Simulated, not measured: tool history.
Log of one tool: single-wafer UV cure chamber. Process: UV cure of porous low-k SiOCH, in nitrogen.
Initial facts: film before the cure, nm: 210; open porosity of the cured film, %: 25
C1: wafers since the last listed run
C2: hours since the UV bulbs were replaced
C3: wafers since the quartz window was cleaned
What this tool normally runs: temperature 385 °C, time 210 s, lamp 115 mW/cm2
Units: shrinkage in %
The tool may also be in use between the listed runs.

{"run": 1, "hour": 0.0, "temperature": 374, "time": 210, "lamp": 144, "C1": 0, "C2": 2248.3, "C3": 1012, "shrinkage": 15.506}
{"run": 2, "hour": 32.0, "temperature": 385, "time": 210, "lamp": 93, "C1": 158, "C2": 2280.3, "C3": 1170, "shrinkage": 13.388}
{"run": 3, "hour": 85.2, "temperature": 385, "time": 210, "lamp": 93, "C1": 263, "C2": 2333.5, "C3": 1433, "shrinkage": 13.294}
{"run": 4, "hour": 137.1, "temperature": 385, "time": 210, "lamp": 115, "C1": 256, "C2": 2385.4, "C3": 1690, "shrinkage": 13.987}
{"hour": 160.9, "done": "quartz window cleaned"}
{"run": 5, "hour": 186.1, "temperature": 385, "time": 210, "lamp": 115, "C1": 202, "C2": 2434.4, "C3": 124, "shrinkage": 15.123}
{"run": 6, "hour": 217.8, "temperature": 385, "time": 210, "lamp": 115, "C1": 156, "C2": 2466.1, "C3": 281, "shrinkage": 14.707}
{"hour": 259.0, "done": "UV bulbs replaced"}
{"run": 7, "hour": 285.1, "temperature": 385, "time": 210, "lamp": 115, "C1": 293, "C2": 26.1, "C3": 575, "shrinkage": 14.643}
{"run": 8, "hour": 323.3, "temperature": 385, "time": 210, "lamp": 115, "C1": 189, "C2": 64.3, "C3": 764, "shrinkage": 14.399}
{"run": 9, "hour": 394.1, "temperature": 376, "time": 85, "lamp": 115, "C1": 350, "C2": 135.1, "C3": 1114, "shrinkage": 9.031}
{"hour": 471.0, "done": "quartz window cleaned"}
{"run": 10, "hour": 471.5, "temperature": 385, "time": 210, "lamp": 115, "C1": 343, "C2": 212.5, "C3": 2, "shrinkage": 15.006}
{"run": 11, "hour": 530.1, "temperature": 385, "time": 90, "lamp": 128, "C1": 290, "C2": 271.1, "C3": 292, "shrinkage": 10.604}
{"run": 12, "hour": 554.7, "temperature": 401, "time": 120, "lamp": 125, "C1": 121, "C2": 295.7, "C3": 414, "shrinkage": 12.266}
{"run": 13, "hour": 623.5, "temperature": 385, "time": 90, "lamp": 128, "C1": 340, "C2": 364.5, "C3": 755, "shrinkage": 10.443}
{"run": 14, "hour": 668.0, "temperature": 376, "time": 210, "lamp": 94, "C1": 220, "C2": 409.0, "C3": 975, "shrinkage": 13.377}
{"run": 15, "hour": 704.4, "temperature": 372, "time": 210, "lamp": 138, "C1": 180, "C2": 445.4, "C3": 1155, "shrinkage": 15.174}
{"run": 16, "hour": 751.8, "temperature": 385, "time": 210, "lamp": 115, "C1": 234, "C2": 492.8, "C3": 1390, "shrinkage": 14.241}
{"run": 17, "hour": 779.7, "temperature": 399, "time": 155, "lamp": 131, "C1": 138, "C2": 520.7, "C3": 1528, "shrinkage": 13.015}

Exercise: give the hidden state of the tool at every run:
lamp output below its setpoint, %: 0 at every run
H1: transmission lost against a clean window, %
run=1 H1=11.9
run=2 H1=13.7
run=3 H1=16.7
run=4 H1=19.7
run=5 H1=4.74
run=6 H1=6.54
run=7 H1=10.4
run=8 H1=12.5
run=9 H1=16.5
run=10 H1=2.77
run=11 H1=6.09
run=12 H1=7.48
run=13 H1=11.4
run=14 H1=13.9
run=15 H1=16
run=16 H1=18.6
run=17 H1=20.2

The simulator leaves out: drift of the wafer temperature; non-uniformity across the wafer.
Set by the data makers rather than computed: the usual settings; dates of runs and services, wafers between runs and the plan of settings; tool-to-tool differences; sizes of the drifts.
